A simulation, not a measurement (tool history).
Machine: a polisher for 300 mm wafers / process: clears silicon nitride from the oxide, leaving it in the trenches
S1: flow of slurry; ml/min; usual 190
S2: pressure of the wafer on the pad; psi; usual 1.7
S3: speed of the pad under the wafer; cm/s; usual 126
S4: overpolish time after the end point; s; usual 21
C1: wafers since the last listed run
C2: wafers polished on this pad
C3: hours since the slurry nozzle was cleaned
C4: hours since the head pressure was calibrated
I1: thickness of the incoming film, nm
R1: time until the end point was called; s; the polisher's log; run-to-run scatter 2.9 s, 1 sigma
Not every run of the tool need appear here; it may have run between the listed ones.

| run | hour | S1 | S2 | S3 | S4 | C1 | C2 | C3 | C4 | I1 | R1 |
|---|---|---|---|---|---|---|---|---|---|---|---|
| 1 | 0.0 | 190 | 1.7 | 112 | 21 | 0 | 828 | 371.6 | 490.7 | 95.7 | 197.4 |
| 2 | 42.0 | 190 | 1.7 | 112 | 21 | 231 | 1060 | 413.6 | 532.7 | 94.3 | 191.7 |
| 3 | 84.7 | 190 | 1.7 | 112 | 21 | 235 | 1295 | 456.3 | 575.4 | 95.9 | 194.3 |
| 4 | 155.9 | 235 | 1.7 | 126 | 24 | 392 | 1688 | 527.5 | 646.6 | 94.2 | 174.7 |
|  | 203.9 | slurry nozzle cleaned |
|  | 205.8 | head pressure recalibrated |
| 5 | 208.3 | 190 | 1.7 | 140 | 21 | 272 | 1961 | 4.4 | 2.5 | 94.8 | 172.5 |
|  | 222.2 | worn pad replaced by a new one |
| 6 | 250.9 | 190 | 1.7 | 140 | 21 | 212 | 158 | 47.0 | 45.1 | 95.5 | 152.3 |
| 7 | 287.0 | 170 | 1.7 | 126 | 21 | 199 | 357 | 83.1 | 81.2 | 96.3 | 178.2 |
| 8 | 345.1 | 170 | 1.7 | 126 | 21 | 320 | 677 | 141.2 | 139.3 | 94.9 | 172.6 |
| 9 | 371.4 | 170 | 1.7 | 126 | 21 | 145 | 822 | 167.5 | 165.6 | 94.3 | 173.3 |
| 10 | 410.7 | 190 | 1.7 | 126 | 21 | 216 | 1039 | 206.8 | 204.9 | 94.3 | 173.5 |
| 11 | 462.2 | 190 | 1.7 | 126 | 21 | 283 | 1323 | 258.3 | 256.4 | 93.9 | 172.1 |
|  | 509.1 | worn pad replaced by a new one |
| 12 | 514.2 | 190 | 1.7 | 126 | 21 | 264 | 28 | 310.3 | 308.4 | 93.9 | 168.4 |
| 13 | 584.5 | 190 | 1.7 | 106 | 21 | 387 | 415 | 380.6 | 378.7 | 94.3 | 199.8 |
| 14 | 626.7 | 190 | 1.7 | 126 | 24 | 232 | 648 | 422.8 | 420.9 | 95.8 | 170.4 |
| 15 | 676.2 | 190 | 1.7 | 126 | 24 | 272 | 921 | 472.3 | 470.4 | 94.4 | 169.5 |
|  | 804.3 | slurry nozzle cleaned |
|  | 845.8 | worn pad replaced by a new one |
| 16 | 857.3 | 190 | 1.7 | 126 | 24 | 970 | 63 | 53.0 | 651.5 | 95.5 | 164.9 |
| 17 | 955.7 | 190 | 1.7 | 126 | 21 | 542 | 606 | 151.4 | 749.9 | 96.5 | 172.7 |
| 18 | 1011.1 | 150 | 1.5 | 148 | 17 | 305 | 911 | 206.8 | 805.3 | 95.5 | 173.0 |
|  | 1030.4 | head pressure recalibrated |
| 19 | 1037.6 | 190 | 1.7 | 126 | 21 | 135 | 1046 | 233.3 | 7.2 | 93.9 | 176.3 |
| 20 | 1067.7 | 190 | 1.7 | 126 | 21 | 165 | 1212 | 263.4 | 37.3 | 96.5 | 185.9 |
| 21 | 1110.8 | 190 | 1.7 | 126 | 21 | 237 | 1450 | 306.5 | 80.4 | 95.6 | 180.2 |
| 22 | 1182.3 | 190 | 1.7 | 150 | 34 | 394 | 1844 | 378.0 | 151.9 | 95.4 | 160.7 |
|  | 1186.5 | worn pad replaced by a new one, of another model than before |
| 23 | 1206.5 | 190 | 1.3 | 98 | 17 | 111 | 110 | 402.2 | 176.1 | 96.6 | 228.4 |
| 24 | 1260.1 | 190 | 1.7 | 126 | 21 | 295 | 405 | 455.8 | 229.7 | 95.4 | 173.8 |
| 25 | 1299.2 | 190 | 1.4 | 126 | 29 | 215 | 621 | 494.9 | 268.8 | 94.4 | 196.1 |
| 26 | 1359.3 | 190 | 1.3 | 84 | 21 | 331 | 952 | 555.0 | 328.9 | 96.0 | 257.2 |
| 27 | 1425.0 | 190 | 1.7 | 126 | 10 | 362 | 1315 | 620.7 | 394.6 | 94.0 | 178.7 |
|  | 1466.6 | slurry nozzle cleaned |
| 28 | 1484.1 | 245 | 1.7 | 126 | 13 | 320 | 1635 | 17.5 | 453.7 | 93.5 | 174.6 |
| 29 | 1516.1 | 210 | 1.7 | 152 | 30 | 176 | 1811 | 49.5 | 485.7 | 97.1 | 169.8 |
| 30 | 1557.8 | 190 | 2.3 | 126 | 21 | 229 | 2041 | 91.2 | 527.4 | 94.1 | 156.8 |
|  | 1561.8 | worn pad replaced by a new one |
| 31 | 1602.5 | 135 | 1.9 | 126 | 12 | 224 | 224 | 135.9 | 572.1 | 93.4 | 156.3 |
| 32 | 1650.9 | 240 | 1.7 | 138 | 8 | 266 | 491 | 184.3 | 620.5 | 95.3 | 161.8 |

Table of differences, measured result less the result of that run with no hidden state. Run-to-run variation is the same in both. Gauge scatter possibly is not:
Hidden state at play: removal rate lost through wear of the pad, %; slurry flow missing at the pad, %; deviation of the head's pressure from its setpoint, %.
| run | R1 |
|---|---|
| 1 | +4.6 |
| 2 | +7.0 |
| 3 | +10.3 |
| 4 | +15.3 |
| 5 | +20.5 |
| 6 | +1.3 |
| 7 | +2.2 |
| 8 | +3.7 |
| 9 | +4.9 |
| 10 | +6.9 |
| 11 | +10.3 |
| 12 | +0.4 |
| 13 | +1.5 |
| 14 | +2.5 |
| 15 | +4.7 |
| 16 | +2.3 |
| 17 | +4.2 |
| 18 | +6.6 |
| 19 | +8.2 |
| 20 | +10.8 |
| 21 | +13.9 |
| 22 | +18.6 |
| 23 | +0.9 |
| 24 | +1.5 |
| 25 | +2.9 |
| 26 | +7.9 |
| 27 | +9.8 |
| 28 | +14.6 |
| 29 | +17.3 |
| 30 | +20.1 |
| 31 | +0.9 |
| 32 | +1.9 |
